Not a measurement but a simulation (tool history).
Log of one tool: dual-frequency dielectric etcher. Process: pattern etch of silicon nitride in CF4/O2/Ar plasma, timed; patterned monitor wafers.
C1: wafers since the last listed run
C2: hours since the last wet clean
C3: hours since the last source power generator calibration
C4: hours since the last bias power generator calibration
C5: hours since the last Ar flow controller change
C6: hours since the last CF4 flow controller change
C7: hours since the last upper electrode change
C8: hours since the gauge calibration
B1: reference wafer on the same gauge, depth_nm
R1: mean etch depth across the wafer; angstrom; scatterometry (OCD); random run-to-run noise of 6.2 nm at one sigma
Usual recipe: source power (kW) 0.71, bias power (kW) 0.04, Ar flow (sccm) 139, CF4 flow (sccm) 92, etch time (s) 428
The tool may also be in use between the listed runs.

Run 1, day 0: usual settings; C1 0; C2 297.2; C3 3084.2; C4 1530.9; C5 3867.8; C6 2181.7; C7 6233.2; C8 370.9; B1 841.5. Result: R1 10213 angstrom.
Run 2, day 2.375: usual settings; C1 186; C2 354.2; C3 3141.2; C4 1587.9; C5 3924.8; C6 2238.7; C7 6290.2; C8 427.9; B1 842.2. Result: R1 10206 angstrom.
Run 3, day 4.433: usual settings; C1 161; C2 403.6; C3 3190.6; C4 1637.3; C5 3974.2; C6 2288.1; C7 6339.6; C8 477.3; B1 839.8. Result: R1 10291 angstrom.
Run 4, day 6.162: usual settings but bias power (kW) 0.036; C1 135; C2 445.1; C3 3232.1; C4 1678.8; C5 4015.7; C6 2329.6; C7 6381.1; C8 518.8; B1 837.7. Result: R1 9879 angstrom.
At day 9.2: wet clean of the chamber.
At day 9.333: Ar flow controller replaced.
At day 9.342: gauge calibrated.
Run 5, day 9.354: usual settings but bias power (kW) 0.036; C1 161; C2 3.7; C3 3308.7; C4 1755.4; C5 0.5; C6 2406.2; C7 6457.7; C8 0.3; B1 859.7. Result: R1 10048 angstrom.
Run 6, day 10.625: usual settings but bias power (kW) 0.036; C1 99; C2 34.2; C3 3339.2; C4 1785.9; C5 31; C6 2436.7; C7 6488.2; C8 30.8; B1 856.8. Result: R1 9938 angstrom.
Run 7, day 12.383: usual settings but source power (kW) 0.61, CF4 flow (sccm) 102; C1 138; C2 76.4; C3 3381.4; C4 1828.1; C5 73.2; C6 2478.9; C7 6530.4; C8 73; B1 853.6. Result: R1 9057 angstrom.
At day 12.712: CF4 flow controller replaced.
Run 8, day 13.55: usual settings but bias power (kW) 0.045, Ar flow (sccm) 152; C1 72; C2 104.4; C3 3409.4; C4 1856.1; C5 101.2; C6 20.1; C7 6558.4; C8 101; B1 852.9. Result: R1 10654 angstrom.
Run 9, day 15.075: usual settings; C1 119; C2 141; C3 3446; C4 1892.7; C5 137.8; C6 56.7; C7 6595; C8 137.6; B1 850.4. Result: R1 10258 angstrom.
Run 10, day 16.596: usual settings but Ar flow (sccm) 161; C1 119; C2 177.5; C3 3482.5; C4 1929.2; C5 174.3; C6 93.2; C7 6631.5; C8 174.1; B1 846.5. Result: R1 9995 angstrom.

The next listed run, before its measurement:
At day 21.629: upper electrode replaced.
At day 21.638: source power generator calibrated.
At day 22.312: bias power generator calibrated.
Run 11, day 22.333: usual settings but source power (kW) 0.65, bias power (kW) 0.034; C1 358; C2 315.2; C3 16.7; C4 0.5; C5 312; C6 230.9; C7 16.9; C8 311.8; B1 ?. Result: R1 ?.

B1: 845
R1: 8797 angstrom
With no hidden state in the tool, this same run would have given R1 8977 angstrom.
